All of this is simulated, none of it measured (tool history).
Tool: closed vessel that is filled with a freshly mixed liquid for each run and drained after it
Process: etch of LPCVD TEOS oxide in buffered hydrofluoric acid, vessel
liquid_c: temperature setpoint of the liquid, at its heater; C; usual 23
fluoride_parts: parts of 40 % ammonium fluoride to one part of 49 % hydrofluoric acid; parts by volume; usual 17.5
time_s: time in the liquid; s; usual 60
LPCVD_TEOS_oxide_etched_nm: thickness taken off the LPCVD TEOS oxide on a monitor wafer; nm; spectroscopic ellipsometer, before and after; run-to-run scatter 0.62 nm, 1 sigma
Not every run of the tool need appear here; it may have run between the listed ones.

run,hour,liquid_c,fluoride_parts,time_s,wafers since the last listed run,hours since the thermometer was replaced,hours since the hydrofluoric acid flow meter was replaced,hours since the gauge calibration,"read-back film thickness of the LPCVD TEOS oxide reference wafer, read on the same gauge (nm)",LPCVD_TEOS_oxide_etched_nm
1,0,23,17.5,60,0,711.5,845.1,651.1,150,83.9
2,89.7,23,17.5,35,7801,801.2,934.8,740.8,150.01,49.27
3,130.1,23,17.5,35,3513,841.6,975.2,781.2,150.01,49.43
4,192.7,23,17.5,35,5444,904.2,1037.8,843.8,149.98,49.14
# hour 265.3: gauge calibrated
5,265.4,23,17.5,60,6323,976.9,1110.5,0.1,150,85.77
6,325.7,23,17.5,60,5244,1037.2,1170.8,60.4,150.01,83.46
7,376.4,23,17.5,60,4409,1087.9,1221.5,111.1,149.99,83.66
8,454.6,23,17.5,60,6801,1166.1,1299.7,189.3,149.96,83.71
9,497.9,23,22.5,60,3766,1209.4,1343,232.6,150.02,66.92
10,535.5,23,22.5,60,3270,1247,1380.6,270.2,150.01,66.59
11,578.9,23,17.5,60,3774,1290.4,1424,313.6,149.98,83.83
12,623.6,23,17.5,60,3887,1335.1,1468.7,358.3,150,83.44
13,668.3,23,17.5,60,3887,1379.8,1513.4,403,150.01,84.32
# hour 682.2: thermometer replaced
14,744.9,23,12,95,6575,62.7,1590,479.6,149.98,208.13
15,844.7,23,11.5,70,8680,162.5,1689.8,579.4,150.01,156.62
16,944.4,20.5,12,45,8671,262.2,1789.5,679.1,150,85.36
17,981,21.5,17.5,60,3183,298.8,1826.1,715.7,149.95,82.88
18,1045.7,25.5,21,60,5627,363.5,1890.8,780.4,150.02,84.61
19,1135.4,23,17.5,60,7801,453.2,1980.5,870.1,149.97,89
20,1195.6,23,11,45,5235,513.4,2040.7,930.3,150.02,104.28
21,1296.1,18,19.5,60,8740,613.9,2141.2,1030.8,150.01,60.61
# hour 1364.5: gauge calibrated
22,1395.3,21.5,20.5,30,8627,713.1,2240.4,30.8,150.01,34.75
# hour 1424.1: hydrofluoric acid flow meter replaced
23,1467.4,18,22.5,75,6183,785.2,43.3,102.9,149.96,61.24
24,1554.7,23,17.5,90,7592,872.5,130.6,190.2,150.01,120.42
25,1726.5,26.5,21.5,80,14942,1044.3,302.4,362,149.97,108.67
26,1763.2,23,17.5,60,3191,1081,339.1,398.7,150,81.49
27,1808.6,18,22.5,75,3948,1126.4,384.5,444.1,150.01,60.5

Take each entry between the runs: how does the hidden state at the last listed run before it differ from the hidden state at the first listed run after it?
Run 4 -> run 5: gauge calibrated (hour 265.3)
  liquid colder than its thermometer reads (K): 0.887 -> 0.951; hydrofluoric acid flow above the setpoint (%): 5.53 -> 5.84
  measured minus no-state result, LPCVD_TEOS_oxide_etched_nm: +0.19 -> +0.29 nm
Run 13 -> run 14: thermometer replaced (hour 682.2)
  liquid colder than its thermometer reads (K): 1.3 -> 0.108; hydrofluoric acid flow above the setpoint (%): 7.55 -> 7.87
  measured minus no-state result, LPCVD_TEOS_oxide_etched_nm: -0.01 -> +13.68 nm
Run 21 -> run 22: gauge calibrated (hour 1364.5)
  liquid colder than its thermometer reads (K): 0.589 -> 0.675; hydrofluoric acid flow above the setpoint (%): 10.2 -> 10.6
  measured minus no-state result, LPCVD_TEOS_oxide_etched_nm: +3.67 -> +1.84 nm
Run 22 -> run 23: hydrofluoric acid flow meter replaced (hour 1424.1)
  liquid colder than its thermometer reads (K): 0.675 -> 0.738; hydrofluoric acid flow above the setpoint (%): 10.6 -> 0.388
  measured minus no-state result, LPCVD_TEOS_oxide_etched_nm: +1.84 -> -2.47 nm
